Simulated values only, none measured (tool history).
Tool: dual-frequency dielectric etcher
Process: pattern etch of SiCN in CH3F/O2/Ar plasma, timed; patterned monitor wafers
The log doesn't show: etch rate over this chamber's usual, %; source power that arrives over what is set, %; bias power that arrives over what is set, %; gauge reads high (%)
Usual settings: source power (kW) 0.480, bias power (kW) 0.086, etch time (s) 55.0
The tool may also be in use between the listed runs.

run   hour  source power (kW)  bias power (kW)  etch time (s)  wafers since the last listed run  hours since the last wet clean  hours since the last source power generator calibration  hours since the last bias power generator calibration  hours since the last upper electrode change  hours since the gauge calibration  read-back reference wafer on the same gauge, depth_nm  mean etch depth across the wafer (Å)
  1    0.0              0.480            0.086           55.0                                 0                           268.8                                                   3082.1                                                 3892.1                                       2542.8                               38.9                                                  23.99                                 230.1
  2   11.1              0.480            0.086           55.0                               154                           279.9                                                   3093.2                                                 3903.2                                       2553.9                               50.0                                                  24.00                                 230.3
  3   22.4              0.480            0.086           55.0                               157                           291.2                                                   3104.5                                                 3914.5                                       2565.2                               61.3                                                  24.00                                 228.1
      51.3  -- wet clean of the chamber
  4   51.8              0.480            0.086           45.0                                75                             0.5                                                   3133.9                                                 3943.9                                       2594.6                               90.7                                                  24.01                                 194.3
  5   52.1              0.480            0.086           45.0                                 4                             0.8                                                   3134.2                                                 3944.2                                       2594.9                               91.0                                                  24.00                                 194.4
  6   54.8              0.480            0.086           45.0                                37                             3.5                                                   3136.9                                                 3946.9                                       2597.6                               93.7                                                  23.99                                 195.0
  7   68.7              0.480            0.101           55.0                               193                            17.4                                                   3150.8                                                 3960.8                                       2611.5                              107.6                                                  24.01                                 256.7
      78.7  -- bias power generator calibrated
  8   79.2              0.480            0.101           55.0                                90                            27.9                                                   3161.3                                                    0.5                                       2622.0                              118.1                                                  24.01                                 254.3
  9   93.7              0.480            0.086           42.0                               201                            42.4                                                   3175.8                                                   15.0                                       2636.5                              132.6                                                  23.98                                 181.6
 10  100.2              0.480            0.086           55.0                                90                            48.9                                                   3182.3                                                   21.5                                       2643.0                              139.1                                                  24.01                                 236.2
     125.0  -- upper electrode replaced, of another model than before
 11  125.5              0.480            0.086           55.0                                18                            74.2                                                   3207.6                                                   46.8                                          0.5                              164.4                                                  24.00                                 235.5
 12  125.8              0.480            0.098           55.0                                 4                            74.5                                                   3207.9                                                   47.1                                          0.8                              164.7                                                  23.99                                 253.6
 13  133.3              0.480            0.086           55.0                               104                            82.0                                                   3215.4                                                   54.6                                          8.3                              172.2                                                  24.00                                 235.7
 14  142.5              0.480            0.080           55.0                               128                            91.2                                                   3224.6                                                   63.8                                         17.5                              181.4                                                  24.00                                 225.9
 15  153.4              0.480            0.086           55.0                               151                           102.1                                                   3235.5                                                   74.7                                         28.4                              192.3                                                  24.00                                 234.8
 16  169.1              0.480            0.086           55.0                               218                           117.8                                                   3251.2                                                   90.4                                         44.1                              208.0                                                  24.01                                 235.3
 17  182.4              0.530            0.070           63.0                               185                           131.1                                                   3264.5                                                  103.7                                         57.4                              221.3                                                  24.00                                 250.2
     194.2  -- source power generator calibrated
 18  197.1              0.380            0.103           38.5                               148                           145.8                                                      2.9                                                  118.4                                         72.1                              236.0                                                  24.01                                 157.5
 19  203.3              0.440            0.077           40.5                                86                           152.0                                                      9.1                                                  124.6                                         78.3                              242.2                                                  24.00                                 153.3
 20  214.7              0.510            0.106           55.0                               158                           163.4                                                     20.5                                                  136.0                                         89.7                              253.6                                                  23.98                                 272.3
     221.8  -- gauge calibrated
 21  231.8              0.430            0.075           41.0                               237                           180.5                                                     37.6                                                  153.1                                        106.8                               10.0                                                  23.99                                 150.3
 22  242.1              0.430            0.086           55.0                               143                           190.8                                                     47.9                                                  163.4                                        117.1                               20.3                                                  23.99                                 219.4
 23  252.3              0.480            0.086           55.0                               141                           201.0                                                     58.1                                                  173.6                                        127.3                               30.5                                                  24.01                                 232.0
 24  261.7              0.480            0.086           55.0                               130                           210.4                                                     67.5                                                  183.0                                        136.7                               39.9                                                  23.99                                 232.9
 25  276.2              0.480            0.086           55.0                               201                           224.9                                                     82.0                                                  197.5                                        151.2                               54.4                                                  23.98                                 232.9
 26  285.0              0.390            0.086           60.5                               122                           233.7                                                     90.8                                                  206.3                                        160.0                               63.2                                                  23.99                                 225.2
 27  296.4              0.480            0.086           55.0                               158                           245.1                                                    102.2                                                  217.7                                        171.4                               74.6                                                  24.00                                 233.4
 28  318.9              0.480            0.086           60.0                               313                           267.6                                                    124.7                                                  240.2                                        193.9                               97.1                                                  24.00                                 252.5
 29  333.7              0.480            0.064           55.0                               205                           282.4                                                    139.5                                                  255.0                                        208.7                              111.9                                                  24.01                                 192.4

5 ways to go on from here, each from the tool as it stands after run 29. What would each give?
  A  334.1              0.480            0.086           47.0                                 5                           282.8                                                    139.9                                                  255.4                                        209.1                              112.3                                                      ?                                     ?
  B  334.1              0.520            0.086           55.0                                 5                           282.8                                                    139.9                                                  255.4                                        209.1                              112.3                                                      ?                                     ?
  C  334.1              0.440            0.070           64.0                                 5                           282.8                                                    139.9                                                  255.4                                        209.1                              112.3                                                      ?                                     ?
  D  334.1              0.520            0.101           55.0                                 5                           282.8                                                    139.9                                                  255.4                                        209.1                              112.3                                                      ?                                     ?
  E  334.1              0.360            0.067           64.0                                 5                           282.8                                                    139.9                                                  255.4                                        209.1                              112.3                                                      ?                                     ?

run  read-back reference wafer on the same gauge, depth_nm  mean etch depth across the wafer (Å)
  A                                                  24.00                                 196.9
  B                                                  24.00                                 241.0
  C                                                  24.00                                 224.9
  D                                                  24.00                                 263.8
  E                                                  24.00                                 191.8
Without the tool's hidden state the same runs would have given:
run  mean etch depth across the wafer (Å)
  A                                 202.4
  B                                 247.7
  C                                 231.3
  D                                 271.3
  E                                 197.2

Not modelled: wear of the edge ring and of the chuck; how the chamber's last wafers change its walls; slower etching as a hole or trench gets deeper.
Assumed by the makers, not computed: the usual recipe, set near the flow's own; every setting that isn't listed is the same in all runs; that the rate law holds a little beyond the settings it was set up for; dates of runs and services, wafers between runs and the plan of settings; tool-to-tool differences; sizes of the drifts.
